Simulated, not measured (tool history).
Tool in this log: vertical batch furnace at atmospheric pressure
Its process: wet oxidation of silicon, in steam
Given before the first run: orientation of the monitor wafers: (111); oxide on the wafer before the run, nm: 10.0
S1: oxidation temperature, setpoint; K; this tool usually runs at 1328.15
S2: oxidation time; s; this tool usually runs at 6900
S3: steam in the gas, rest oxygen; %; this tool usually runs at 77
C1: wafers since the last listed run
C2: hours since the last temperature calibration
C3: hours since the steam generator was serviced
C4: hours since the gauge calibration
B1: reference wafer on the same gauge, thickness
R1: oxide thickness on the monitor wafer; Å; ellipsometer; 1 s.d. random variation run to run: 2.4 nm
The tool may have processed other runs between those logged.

{"run": 1, "hour": 0.0, "S1": 1328.15, "S2": 6900, "S3": 77, "C1": 0, "C2": 3870.3, "C3": 2685.5, "C4": 302.6, "B1": 730.33, "R1": 7267}
{"run": 2, "hour": 9.8, "S1": 1328.15, "S2": 5730, "S3": 77, "C1": 96, "C2": 3880.1, "C3": 2695.3, "C4": 312.4, "B1": 729.52, "R1": 6544.1}
{"run": 3, "hour": 35.2, "S1": 1328.15, "S2": 6900, "S3": 77, "C1": 250, "C2": 3905.5, "C3": 2720.7, "C4": 337.8, "B1": 730.87, "R1": 7292.4}
{"run": 4, "hour": 58.1, "S1": 1328.15, "S2": 6900, "S3": 77, "C1": 226, "C2": 3928.4, "C3": 2743.6, "C4": 360.7, "B1": 730.18, "R1": 7275.3}
{"run": 5, "hour": 78.4, "S1": 1328.15, "S2": 6900, "S3": 77, "C1": 200, "C2": 3948.7, "C3": 2763.9, "C4": 381, "B1": 729.07, "R1": 7260.8}
{"run": 6, "hour": 102.6, "S1": 1328.15, "S2": 6900, "S3": 77, "C1": 238, "C2": 3972.9, "C3": 2788.1, "C4": 405.2, "B1": 730.19, "R1": 7237.1}
{"run": 7, "hour": 122.2, "S1": 1328.15, "S2": 6900, "S3": 77, "C1": 193, "C2": 3992.5, "C3": 2807.7, "C4": 424.8, "B1": 730.63, "R1": 7227.5}
{"run": 8, "hour": 138.7, "S1": 1328.15, "S2": 6900, "S3": 77, "C1": 162, "C2": 4009, "C3": 2824.2, "C4": 441.3, "B1": 729.37, "R1": 7227.2}
{"run": 9, "hour": 161.0, "S1": 1328.15, "S2": 6900, "S3": 77, "C1": 220, "C2": 4031.3, "C3": 2846.5, "C4": 463.6, "B1": 729.7, "R1": 7248}
{"run": 10, "hour": 187.5, "S1": 1328.15, "S2": 6900, "S3": 77, "C1": 261, "C2": 4057.8, "C3": 2873, "C4": 490.1, "B1": 730.42, "R1": 7224.6}
{"run": 11, "hour": 204.3, "S1": 1328.15, "S2": 6900, "S3": 77, "C1": 165, "C2": 4074.6, "C3": 2889.8, "C4": 506.9, "B1": 730.08, "R1": 7229.8}
{"run": 12, "hour": 230.7, "S1": 1328.15, "S2": 6900, "S3": 77, "C1": 260, "C2": 4101, "C3": 2916.2, "C4": 533.3, "B1": 729.51, "R1": 7213.9}
{"run": 13, "hour": 257.4, "S1": 1328.15, "S2": 6900, "S3": 74, "C1": 263, "C2": 4127.7, "C3": 2942.9, "C4": 560, "B1": 730.54, "R1": 7100.7}
{"run": 14, "hour": 283.6, "S1": 1328.15, "S2": 6900, "S3": 74, "C1": 258, "C2": 4153.9, "C3": 2969.1, "C4": 586.2, "B1": 729.91, "R1": 7101.8}
{"run": 15, "hour": 310.6, "S1": 1328.15, "S2": 6900, "S3": 77, "C1": 266, "C2": 4180.9, "C3": 2996.1, "C4": 613.2, "B1": 731.24, "R1": 7225.8}
{"run": 16, "hour": 334.6, "S1": 1317.15, "S2": 6900, "S3": 83, "C1": 237, "C2": 4204.9, "C3": 3020.1, "C4": 637.2, "B1": 730.32, "R1": 7176.5}
{"hour": 374.3, "done": "steam generator serviced"}
{"run": 17, "hour": 374.8, "S1": 1347.15, "S2": 9750, "S3": 88, "C1": 159, "C2": 4245.1, "C3": 0.5, "C4": 677.4, "B1": 731.19, "R1": 10462.9}
{"run": 18, "hour": 381.2, "S1": 1316.15, "S2": 6900, "S3": 83, "C1": 63, "C2": 4251.5, "C3": 6.9, "C4": 683.8, "B1": 729.85, "R1": 7527.3}
{"hour": 413.5, "done": "thermocouples replaced and temperature profile calibrated"}
{"run": 19, "hour": 414.0, "S1": 1342.15, "S2": 5490, "S3": 70, "C1": 86, "C2": 0.5, "C3": 39.7, "C4": 716.6, "B1": 729.73, "R1": 6678.5}
{"run": 20, "hour": 420.4, "S1": 1328.15, "S2": 6900, "S3": 77, "C1": 63, "C2": 6.9, "C3": 46.1, "C4": 723, "B1": 730.61, "R1": 7582.5}
{"hour": 427.9, "done": "gauge calibrated"}
{"run": 21, "hour": 433.6, "S1": 1328.15, "S2": 3510, "S3": 77, "C1": 130, "C2": 20.1, "C3": 59.3, "C4": 5.7, "B1": 728.84, "R1": 5217.5}
{"run": 22, "hour": 445.9, "S1": 1328.15, "S2": 6900, "S3": 74, "C1": 121, "C2": 32.4, "C3": 71.6, "C4": 18, "B1": 730.23, "R1": 7435.7}
{"run": 23, "hour": 455.5, "S1": 1308.15, "S2": 6900, "S3": 88, "C1": 94, "C2": 42, "C3": 81.2, "C4": 27.6, "B1": 731.27, "R1": 7552.6}
{"run": 24, "hour": 467.7, "S1": 1328.15, "S2": 9720, "S3": 86, "C1": 120, "C2": 54.2, "C3": 93.4, "C4": 39.8, "B1": 730.85, "R1": 9747.6}
{"run": 25, "hour": 483.7, "S1": 1304.15, "S2": 8580, "S3": 67, "C1": 158, "C2": 70.2, "C3": 109.4, "C4": 55.8, "B1": 729.54, "R1": 7155}
{"run": 26, "hour": 498.3, "S1": 1328.15, "S2": 5400, "S3": 69, "C1": 144, "C2": 84.8, "C3": 124, "C4": 70.4, "B1": 730.73, "R1": 6207.4}
{"run": 27, "hour": 522.2, "S1": 1328.15, "S2": 6900, "S3": 67, "C1": 236, "C2": 108.7, "C3": 147.9, "C4": 94.3, "B1": 730.17, "R1": 6994.5}
{"run": 28, "hour": 539.7, "S1": 1304.15, "S2": 8580, "S3": 67, "C1": 172, "C2": 126.2, "C3": 165.4, "C4": 111.8, "B1": 730.02, "R1": 7163.2}
{"run": 29, "hour": 562.8, "S1": 1328.15, "S2": 6900, "S3": 77, "C1": 228, "C2": 149.3, "C3": 188.5, "C4": 134.9, "B1": 729.19, "R1": 7511.1}
{"run": 30, "hour": 586.5, "S1": 1328.15, "S2": 6900, "S3": 77, "C1": 234, "C2": 173, "C3": 212.2, "C4": 158.6, "B1": 730.5, "R1": 7517.8}
{"run": 31, "hour": 610.0, "S1": 1340.15, "S2": 9450, "S3": 77, "C1": 232, "C2": 196.5, "C3": 235.7, "C4": 182.1, "B1": 728.73, "R1": 9313.5}
{"run": 32, "hour": 620.3, "S1": 1328.15, "S2": 9270, "S3": 84, "C1": 101, "C2": 206.8, "C3": 246, "C4": 192.4, "B1": 729.62, "R1": 9241.7}
{"run": 33, "hour": 639.9, "S1": 1350.15, "S2": 8250, "S3": 86, "C1": 193, "C2": 226.4, "C3": 265.6, "C4": 212, "B1": 730.68, "R1": 9489.7}
{"run": 34, "hour": 657.4, "S1": 1312.15, "S2": 5670, "S3": 80, "C1": 172, "C2": 243.9, "C3": 283.1, "C4": 229.5, "B1": 730.2, "R1": 6499.8}
{"run": 35, "hour": 678.6, "S1": 1328.15, "S2": 6900, "S3": 77, "C1": 209, "C2": 265.1, "C3": 304.3, "C4": 250.7, "B1": 730.07, "R1": 7537.8}
{"run": 36, "hour": 690.5, "S1": 1328.15, "S2": 4260, "S3": 72, "C1": 117, "C2": 277, "C3": 316.2, "C4": 262.6, "B1": 730.21, "R1": 5486.5}
{"run": 37, "hour": 745.4, "S1": 1342.15, "S2": 8430, "S3": 72, "C1": 542, "C2": 331.9, "C3": 371.1, "C4": 317.5, "B1": 729.81, "R1": 8451.5}

Run-by-run hidden state of the tool:
true tube temperature minus thermocouple reading, K: 0 on each run
gauge reads high (%): 0 on each run
H1: steam share off its setpoint, % of the setpoint
run=1 H1=-8.57
run=2 H1=-8.58
run=3 H1=-8.59
run=4 H1=-8.6
run=5 H1=-8.61
run=6 H1=-8.62
run=7 H1=-8.63
run=8 H1=-8.64
run=9 H1=-8.65
run=10 H1=-8.66
run=11 H1=-8.67
run=12 H1=-8.68
run=13 H1=-8.69
run=14 H1=-8.7
run=15 H1=-8.71
run=16 H1=-8.71
run=17 H1=-0.221
run=18 H1=-0.279
run=19 H1=-0.571
run=20 H1=-0.627
run=21 H1=-0.741
run=22 H1=-0.845
run=23 H1=-0.926
run=24 H1=-1.03
run=25 H1=-1.16
run=26 H1=-1.28
run=27 H1=-1.46
run=28 H1=-1.6
run=29 H1=-1.77
run=30 H1=-1.95
run=31 H1=-2.11
run=32 H1=-2.19
run=33 H1=-2.32
run=34 H1=-2.44
run=35 H1=-2.58
run=36 H1=-2.66
run=37 H1=-3
